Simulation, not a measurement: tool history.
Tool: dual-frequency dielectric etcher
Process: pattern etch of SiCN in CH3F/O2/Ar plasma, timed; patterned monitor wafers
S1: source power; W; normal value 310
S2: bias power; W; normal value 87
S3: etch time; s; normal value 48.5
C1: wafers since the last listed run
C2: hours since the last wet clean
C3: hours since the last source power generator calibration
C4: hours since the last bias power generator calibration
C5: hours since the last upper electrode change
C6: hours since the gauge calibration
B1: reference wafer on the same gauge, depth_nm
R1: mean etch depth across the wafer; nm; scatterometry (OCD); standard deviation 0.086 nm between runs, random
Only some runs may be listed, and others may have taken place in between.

Run 1, hour 0.0: usual settings; C1 0; C2 473.6; C3 4182.5; C4 4884.3; C5 2223.0; C6 136.3; B1 17.94. Result: R1 15.63 nm.
Run 2, hour 12.8: usual settings; C1 154; C2 486.4; C3 4195.3; C4 4897.1; C5 2235.8; C6 149.1; B1 17.91. Result: R1 15.64 nm.
Run 3, hour 25.0: usual settings but S3 58.0 s; C1 147; C2 498.6; C3 4207.5; C4 4909.3; C5 2248.0; C6 161.3; B1 17.90. Result: R1 18.79 nm.
Run 4, hour 42.5: usual settings; C1 211; C2 516.1; C3 4225.0; C4 4926.8; C5 2265.5; C6 178.8; B1 17.94. Result: R1 15.80 nm.
Run 5, hour 50.7: usual settings but S2 93 W; C1 99; C2 524.3; C3 4233.2; C4 4935.0; C5 2273.7; C6 187.0; B1 17.91. Result: R1 15.96 nm.
Run 6, hour 62.9: usual settings but S2 93 W; C1 147; C2 536.5; C3 4245.4; C4 4947.2; C5 2285.9; C6 199.2; B1 17.91. Result: R1 16.03 nm.
Run 7, hour 72.8: usual settings but S2 93 W; C1 119; C2 546.4; C3 4255.3; C4 4957.1; C5 2295.8; C6 209.1; B1 17.93. Result: R1 15.93 nm.
Run 8, hour 90.0: usual settings but S1 250 W; C1 207; C2 563.6; C3 4272.5; C4 4974.3; C5 2313.0; C6 226.3; B1 17.92. Result: R1 13.96 nm.
Run 9, hour 102.2: usual settings; C1 147; C2 575.8; C3 4284.7; C4 4986.5; C5 2325.2; C6 238.5; B1 17.92. Result: R1 15.78 nm.
Run 10, hour 114.7: usual settings; C1 151; C2 588.3; C3 4297.2; C4 4999.0; C5 2337.7; C6 251.0; B1 17.90. Result: R1 15.68 nm.
At hour 125.4: bias power generator calibrated.
Run 11, hour 127.1: usual settings but S2 94 W, S3 58.0 s; C1 101; C2 600.7; C3 4309.6; C4 1.7; C5 2350.1; C6 263.4; B1 17.90. Result: R1 19.08 nm.
Run 12, hour 137.7: usual settings but S2 94 W, S3 58.0 s; C1 128; C2 611.3; C3 4320.2; C4 12.3; C5 2360.7; C6 274.0; B1 17.92. Result: R1 18.99 nm.
Run 13, hour 151.1: usual settings but S3 57.5 s; C1 161; C2 624.7; C3 4333.6; C4 25.7; C5 2374.1; C6 287.4; B1 17.90. Result: R1 18.42 nm.
Run 14, hour 159.9: usual settings; C1 106; C2 633.5; C3 4342.4; C4 34.5; C5 2382.9; C6 296.2; B1 17.90. Result: R1 15.75 nm.
Run 15, hour 172.7: usual settings but S1 330 W, S3 34.5 s; C1 154; C2 646.3; C3 4355.2; C4 47.3; C5 2395.7; C6 309.0; B1 17.90. Result: R1 11.42 nm.
At hour 188.6: source power generator calibrated.
Run 16, hour 190.6: usual settings but S1 330 W, S3 52.5 s; C1 168; C2 664.2; C3 2.0; C4 65.2; C5 2413.6; C6 326.9; B1 17.91. Result: R1 17.31 nm.
At hour 215.8: wet clean of the chamber.
Run 17, hour 216.3: usual settings but S1 370 W, S2 100 W, S3 53.0 s; C1 20; C2 0.5; C3 27.7; C4 90.9; C5 2439.3; C6 352.6; B1 17.90. Result: R1 18.68 nm.
Run 18, hour 219.1: usual settings; C1 33; C2 3.3; C3 30.5; C4 93.7; C5 2442.1; C6 355.4; B1 17.90. Result: R1 15.13 nm.
Run 19, hour 234.2: usual settings but S1 390 W, S2 72 W, S3 52.5 s; C1 182; C2 18.4; C3 45.6; C4 108.8; C5 2457.2; C6 370.5; B1 17.91. Result: R1 17.31 nm.
Run 20, hour 248.3: usual settings but S2 106 W, S3 38.0 s; C1 170; C2 32.5; C3 59.7; C4 122.9; C5 2471.3; C6 384.6; B1 17.91. Result: R1 12.60 nm.
Run 21, hour 254.6: usual settings but S1 230 W, S2 75 W, S3 56.0 s; C1 76; C2 38.8; C3 66.0; C4 129.2; C5 2477.6; C6 390.9; B1 17.88. Result: R1 14.50 nm.
At hour 291.1: wet clean of the chamber, repeated, since the last time left the tool worse.
At hour 291.9: gauge calibrated.
At hour 298.4: upper electrode replaced.
Run 22, hour 298.9: usual settings but S1 330 W, S2 108 W, S3 58.5 s; C1 157; C2 7.8; C3 110.3; C4 173.5; C5 0.5; C6 7.0; B1 17.93. Result: R1 21.14 nm.
Run 23, hour 299.2: usual settings; C1 3; C2 8.1; C3 110.6; C4 173.8; C5 0.8; C6 7.3; B1 17.91. Result: R1 16.30 nm.
Run 24, hour 299.6: usual settings but S2 93 W, S3 52.5 s; C1 4; C2 8.5; C3 111.0; C4 174.2; C5 1.2; C6 7.7; B1 17.88. Result: R1 17.75 nm.
Run 25, hour 314.4: usual settings but S3 42.0 s; C1 178; C2 23.3; C3 125.8; C4 189.0; C5 16.0; C6 22.5; B1 17.91. Result: R1 14.08 nm.
Run 26, hour 331.5: usual settings but S2 99 W, S3 41.5 s; C1 206; C2 40.4; C3 142.9; C4 206.1; C5 33.1; C6 39.6; B1 17.93. Result: R1 14.18 nm.
Run 27, hour 339.1: usual settings; C1 91; C2 48.0; C3 150.5; C4 213.7; C5 40.7; C6 47.2; B1 17.88. Result: R1 16.15 nm.
Run 28, hour 382.1: usual settings but S2 71 W; C1 519; C2 91.0; C3 193.5; C4 256.7; C5 83.7; C6 90.2; B1 17.90. Result: R1 15.23 nm.
Run 29, hour 395.4: usual settings but S1 270 W, S3 35.5 s; C1 160; C2 104.3; C3 206.8; C4 270.0; C5 97.0; C6 103.5; B1 17.91. Result: R1 11.07 nm.
Run 30, hour 407.6: usual settings but S1 360 W; C1 147; C2 116.5; C3 219.0; C4 282.2; C5 109.2; C6 115.7; B1 17.92. Result: R1 17.31 nm.

Forecast each of these 4 alternatives for the next run:
Run A, hour 408.0: usual settings but S2 77 W; C1 4; C2 116.9; C3 219.4; C4 282.6; C5 109.6; C6 116.1; B1 ?. Result: R1 ?.
Run B, hour 408.0: usual settings but S1 360 W, S3 55.5 s; C1 4; C2 116.9; C3 219.4; C4 282.6; C5 109.6; C6 116.1; B1 ?. Result: R1 ?.
Run C, hour 408.0: usual settings but S1 380 W, S3 39.5 s; C1 4; C2 116.9; C3 219.4; C4 282.6; C5 109.6; C6 116.1; B1 ?. Result: R1 ?.
Run D, hour 408.0: usual settings but S2 99 W; C1 4; C2 116.9; C3 219.4; C4 282.6; C5 109.6; C6 116.1; B1 ?. Result: R1 ?.

run     B1     R1
  A  17.91  15.44
  B  17.91  19.53
  C  17.91  14.24
  D  17.91  16.49
With the hidden condition removed and each run's random variation left untouched, the same runs would have given:
run     R1
  A  15.60
  B  19.73
  C  14.39
  D  16.66
